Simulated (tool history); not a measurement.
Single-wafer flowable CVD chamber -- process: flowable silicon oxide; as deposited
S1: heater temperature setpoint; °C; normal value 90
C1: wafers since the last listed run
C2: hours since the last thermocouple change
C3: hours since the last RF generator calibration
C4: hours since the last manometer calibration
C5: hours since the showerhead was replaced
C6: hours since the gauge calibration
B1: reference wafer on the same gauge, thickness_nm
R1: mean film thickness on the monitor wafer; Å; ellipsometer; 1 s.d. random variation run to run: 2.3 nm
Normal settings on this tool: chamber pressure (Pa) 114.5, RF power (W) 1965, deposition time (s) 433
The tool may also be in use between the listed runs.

run 1 day=0.000 | S1=90 chamber_pressure_(Pa)=114.5 RF_power_(W)=1965 deposition_time_(s)=433 | C1=0 C2=807.2 C3=2626.6 C4=1478.2 C5=3574.6 C6=308.4 | B1=422.516 | R1=4222.49
run 2 day=0.708 | S1=90 chamber_pressure_(Pa)=114.5 RF_power_(W)=1685 deposition_time_(s)=433 | C1=62 C2=824.2 C3=2643.6 C4=1495.2 C5=3591.6 C6=325.4 | B1=421.850 | R1=4004.48
run 3 day=1.579 | S1=90 chamber_pressure_(Pa)=114.5 RF_power_(W)=1685 deposition_time_(s)=433 | C1=76 C2=845.1 C3=2664.5 C4=1516.1 C5=3612.5 C6=346.3 | B1=422.227 | R1=4016.16
-- day=3.704 thermocouple changed; heater temperature recalibrated
run 4 day=4.388 | S1=90 chamber_pressure_(Pa)=114.5 RF_power_(W)=1965 deposition_time_(s)=433 | C1=217 C2=16.4 C3=2731.9 C4=1583.5 C5=3679.9 C6=413.7 | B1=422.248 | R1=4149.25
run 5 day=5.733 | S1=90 chamber_pressure_(Pa)=114.5 RF_power_(W)=1965 deposition_time_(s)=433 | C1=118 C2=48.7 C3=2764.2 C4=1615.8 C5=3712.2 C6=446.0 | B1=421.396 | R1=4151.78
-- day=6.638 RF generator calibrated
run 6 day=7.050 | S1=90 chamber_pressure_(Pa)=114.5 RF_power_(W)=1965 deposition_time_(s)=433 | C1=86 C2=80.3 C3=9.9 C4=1647.4 C5=3743.8 C6=477.6 | B1=422.103 | R1=4119.24
run 7 day=7.996 | S1=102 chamber_pressure_(Pa)=114.5 RF_power_(W)=2110 deposition_time_(s)=433 | C1=83 C2=103.0 C3=32.6 C4=1670.1 C5=3766.5 C6=500.3 | B1=422.195 | R1=2697.14
run 8 day=8.712 | S1=90 chamber_pressure_(Pa)=114.5 RF_power_(W)=1965 deposition_time_(s)=433 | C1=62 C2=120.2 C3=49.8 C4=1687.3 C5=3783.7 C6=517.5 | B1=421.648 | R1=4137.23
run 9 day=9.904 | S1=90 chamber_pressure_(Pa)=114.5 RF_power_(W)=1965 deposition_time_(s)=433 | C1=104 C2=148.8 C3=78.4 C4=1715.9 C5=3812.3 C6=546.1 | B1=422.366 | R1=4160.69
-- day=10.833 showerhead replaced, of another model than before
run 10 day=10.858 | S1=90 chamber_pressure_(Pa)=127.3 RF_power_(W)=1860 deposition_time_(s)=351 | C1=54 C2=171.7 C3=101.3 C4=1738.8 C5=0.6 C6=569.0 | B1=421.338 | R1=3443.57
run 11 day=12.142 | S1=90 chamber_pressure_(Pa)=135.3 RF_power_(W)=1965 deposition_time_(s)=433 | C1=112 C2=202.5 C3=132.1 C4=1769.6 C5=31.4 C6=599.8 | B1=421.704 | R1=4465.25
run 12 day=13.362 | S1=90 chamber_pressure_(Pa)=140.1 RF_power_(W)=1965 deposition_time_(s)=386 | C1=107 C2=231.8 C3=161.4 C4=1798.9 C5=60.7 C6=629.1 | B1=422.020 | R1=4067.04
-- day=14.383 capacitance manometer re-zeroed and calibrated
run 13 day=14.742 | S1=90 chamber_pressure_(Pa)=114.5 RF_power_(W)=1965 deposition_time_(s)=433 | C1=91 C2=264.9 C3=194.5 C4=8.6 C5=93.8 C6=662.2 | B1=422.038 | R1=3924.31
run 14 day=15.588 | S1=98 chamber_pressure_(Pa)=100.8 RF_power_(W)=2095 deposition_time_(s)=400 | C1=74 C2=285.2 C3=214.8 C4=28.9 C5=114.1 C6=682.5 | B1=421.933 | R1=2522.07
-- day=15.975 gauge calibrated
run 15 day=16.121 | S1=90 chamber_pressure_(Pa)=114.5 RF_power_(W)=2245 deposition_time_(s)=517 | C1=46 C2=298.0 C3=227.6 C4=41.7 C5=126.9 C6=3.5 | B1=421.980 | R1=4867.07
run 16 day=17.067 | S1=80 chamber_pressure_(Pa)=132.4 RF_power_(W)=2170 deposition_time_(s)=463 | C1=83 C2=320.7 C3=250.3 C4=64.4 C5=149.6 C6=26.2 | B1=422.170 | R1=6586.10
run 17 day=18.150 | S1=90 chamber_pressure_(Pa)=131.1 RF_power_(W)=1965 deposition_time_(s)=433 | C1=95 C2=346.7 C3=276.3 C4=90.4 C5=175.6 C6=52.2 | B1=422.271 | R1=4285.05
run 18 day=18.917 | S1=90 chamber_pressure_(Pa)=122.9 RF_power_(W)=2090 deposition_time_(s)=502 | C1=67 C2=365.1 C3=294.7 C4=108.8 C5=194.0 C6=70.6 | B1=421.491 | R1=4806.57
run 19 day=20.283 | S1=90 chamber_pressure_(Pa)=129.2 RF_power_(W)=1745 deposition_time_(s)=433 | C1=120 C2=397.9 C3=327.5 C4=141.6 C5=226.8 C6=103.4 | B1=421.848 | R1=4123.73
run 20 day=21.604 | S1=82 chamber_pressure_(Pa)=114.5 RF_power_(W)=1965 deposition_time_(s)=512 | C1=116 C2=429.6 C3=359.2 C4=173.3 C5=258.5 C6=135.1 | B1=421.864 | R1=6208.93
run 21 day=22.638 | S1=76 chamber_pressure_(Pa)=114.5 RF_power_(W)=1965 deposition_time_(s)=487 | C1=90 C2=454.4 C3=384.0 C4=198.1 C5=283.3 C6=159.9 | B1=422.469 | R1=7072.34
run 22 day=23.683 | S1=83 chamber_pressure_(Pa)=142.8 RF_power_(W)=1825 deposition_time_(s)=433 | C1=91 C2=479.5 C3=409.1 C4=223.2 C5=308.4 C6=185.0 | B1=422.370 | R1=5638.93
run 23 day=24.912 | S1=90 chamber_pressure_(Pa)=139.2 RF_power_(W)=2320 deposition_time_(s)=481 | C1=108 C2=509.0 C3=438.6 C4=252.7 C5=337.9 C6=214.5 | B1=422.055 | R1=5032.23
run 24 day=25.658 | S1=90 chamber_pressure_(Pa)=131.1 RF_power_(W)=1965 deposition_time_(s)=433 | C1=65 C2=526.9 C3=456.5 C4=270.6 C5=355.8 C6=232.4 | B1=422.010 | R1=4327.75
run 25 day=27.088 | S1=90 chamber_pressure_(Pa)=114.5 RF_power_(W)=1965 deposition_time_(s)=433 | C1=125 C2=561.2 C3=490.8 C4=304.9 C5=390.1 C6=266.7 | B1=422.453 | R1=4002.33
run 26 day=27.692 | S1=90 chamber_pressure_(Pa)=114.5 RF_power_(W)=2285 deposition_time_(s)=433 | C1=53 C2=575.7 C3=505.3 C4=319.4 C5=404.6 C6=281.2 | B1=422.304 | R1=4075.53
run 27 day=29.017 | S1=90 chamber_pressure_(Pa)=114.5 RF_power_(W)=1965 deposition_time_(s)=433 | C1=116 C2=607.5 C3=537.1 C4=351.2 C5=436.4 C6=313.0 | B1=421.616 | R1=3985.81
run 28 day=30.350 | S1=101 chamber_pressure_(Pa)=100.8 RF_power_(W)=2315 deposition_time_(s)=362 | C1=117 C2=639.5 C3=569.1 C4=383.2 C5=468.4 C6=345.0 | B1=421.668 | R1=2128.76

Take each entry between the runs: how does the hidden state at the last listed run before it differ from the hidden state at the first listed run after it?
Run 3 -> run 4: thermocouple changed; heater temperature recalibrated (day 3.704)
  true pressure above the setpoint (%): 5.81 -> 5.85
  difference, measured minus the result without the unlogged condition, R1: +217.91 -> +226.65 Å
Run 5 -> run 6: RF generator calibrated (day 6.638)
  true pressure above the setpoint (%): 5.87 -> 5.89
  difference, measured minus the result without the unlogged condition, R1: +227.46 -> +226.28 Å
Run 9 -> run 10: showerhead replaced, of another model than before (day 10.833)
  true pressure above the setpoint (%): 5.92 -> 5.93
  difference, measured minus the result without the unlogged condition, R1: +229.78 -> +107.42 Å
Run 12 -> run 13: capacitance manometer re-zeroed and calibrated (day 14.383)
  true pressure above the setpoint (%): 5.95 -> 0.166
  difference, measured minus the result without the unlogged condition, R1: +127.39 -> +3.70 Å
Run 14 -> run 15: gauge calibrated (day 15.975)
  true pressure above the setpoint (%): 0.376 -> 0.505
  difference, measured minus the result without the unlogged condition, R1: +5.39 -> +13.93 Å

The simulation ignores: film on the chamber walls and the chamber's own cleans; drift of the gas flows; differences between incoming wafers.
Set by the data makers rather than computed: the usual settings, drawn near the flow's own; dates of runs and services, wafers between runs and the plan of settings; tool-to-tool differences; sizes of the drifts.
